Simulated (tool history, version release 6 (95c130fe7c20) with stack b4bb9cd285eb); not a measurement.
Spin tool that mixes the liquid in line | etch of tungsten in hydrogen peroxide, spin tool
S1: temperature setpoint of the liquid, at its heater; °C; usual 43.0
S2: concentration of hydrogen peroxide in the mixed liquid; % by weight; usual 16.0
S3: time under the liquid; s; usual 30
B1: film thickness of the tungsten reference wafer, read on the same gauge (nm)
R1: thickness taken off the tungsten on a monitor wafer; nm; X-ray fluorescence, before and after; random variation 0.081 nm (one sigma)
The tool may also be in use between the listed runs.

| run | hour | S1 | S2 | S3 | B1 | R1 |
|---|---|---|---|---|---|---|
| 1 | 0.0 | 43.0 | 16.0 | 30 | 140.48 | 21.22 |
| 2 | 37.1 | 43.0 | 16.0 | 30 | 140.59 | 21.34 |
| 3 | 71.7 | 43.0 | 16.0 | 30 | 140.70 | 21.41 |
| 4 | 137.6 | 39.5 | 16.0 | 30 | 140.89 | 17.01 |
| 5 | 174.0 | 39.5 | 16.0 | 30 | 141.00 | 17.09 |
|  | 227.8 | peroxide flow meter replaced |
| 6 | 230.1 | 43.0 | 16.0 | 30 | 141.14 | 21.45 |
|  | 290.4 | heated supply line repaired |
| 7 | 294.2 | 43.0 | 16.0 | 30 | 141.35 | 21.47 |
| 8 | 336.0 | 33.0 | 16.0 | 45 | 141.50 | 16.66 |
| 9 | 377.0 | 43.0 | 12.5 | 45 | 141.61 | 28.67 |
| 10 | 426.5 | 46.5 | 12.0 | 40 | 141.76 | 30.89 |
| 11 | 491.8 | 43.0 | 19.5 | 20 | 141.95 | 15.80 |
| 12 | 548.2 | 43.0 | 16.0 | 30 | 142.14 | 21.59 |
|  | 579.2 | thermometer replaced |
| 13 | 594.1 | 35.0 | 19.5 | 40 | 142.24 | 18.96 |
| 14 | 643.5 | 38.5 | 13.0 | 35 | 142.42 | 17.06 |
| 15 | 699.6 | 52.0 | 20.0 | 20 | 142.57 | 28.21 |
|  | 734.8 | new drum of peroxide connected |
| 16 | 755.0 | 43.0 | 14.5 | 45 | 142.76 | 30.69 |
| 17 | 802.7 | 43.0 | 19.0 | 30 | 142.89 | 23.66 |
| 18 | 871.8 | 50.0 | 18.5 | 15 | 143.10 | 18.23 |
| 19 | 902.0 | 43.0 | 19.5 | 20 | 143.19 | 16.04 |
| 20 | 956.2 | 52.5 | 17.5 | 40 | 143.35 | 54.76 |
| 21 | 1018.5 | 43.0 | 16.0 | 30 | 143.54 | 21.75 |
| 22 | 1060.4 | 43.0 | 16.0 | 30 | 143.67 | 21.89 |
| 23 | 1092.3 | 43.0 | 16.0 | 30 | 143.77 | 21.90 |
|  | 1145.4 | peroxide flow meter replaced |
| 24 | 1155.7 | 46.5 | 13.5 | 15 | 143.94 | 12.42 |
| 25 | 1205.7 | 35.0 | 12.5 | 30 | 144.09 | 11.46 |
| 26 | 1250.3 | 46.0 | 19.0 | 35 | 144.24 | 33.64 |
| 27 | 1304.6 | 43.0 | 16.0 | 30 | 144.39 | 21.86 |

Forecast each of these 3 alternatives for the next run:
| A | 1305.0 | 43.0 | 14.5 | 30 | ? | ? |
| B | 1305.0 | 43.0 | 18.0 | 30 | ? | ? |
| C | 1305.0 | 43.0 | 19.5 | 30 | ? | ? |

| run | B1 | R1 |
|---|---|---|
| A | 144.41 | 21.04 |
| B | 144.41 | 23.44 |
| C | 144.41 | 24.39 |
Without the tool's hidden state the same runs would have given:
| run | R1 |
|---|---|
| A | 20.39 |
| B | 22.72 |
| C | 23.65 |

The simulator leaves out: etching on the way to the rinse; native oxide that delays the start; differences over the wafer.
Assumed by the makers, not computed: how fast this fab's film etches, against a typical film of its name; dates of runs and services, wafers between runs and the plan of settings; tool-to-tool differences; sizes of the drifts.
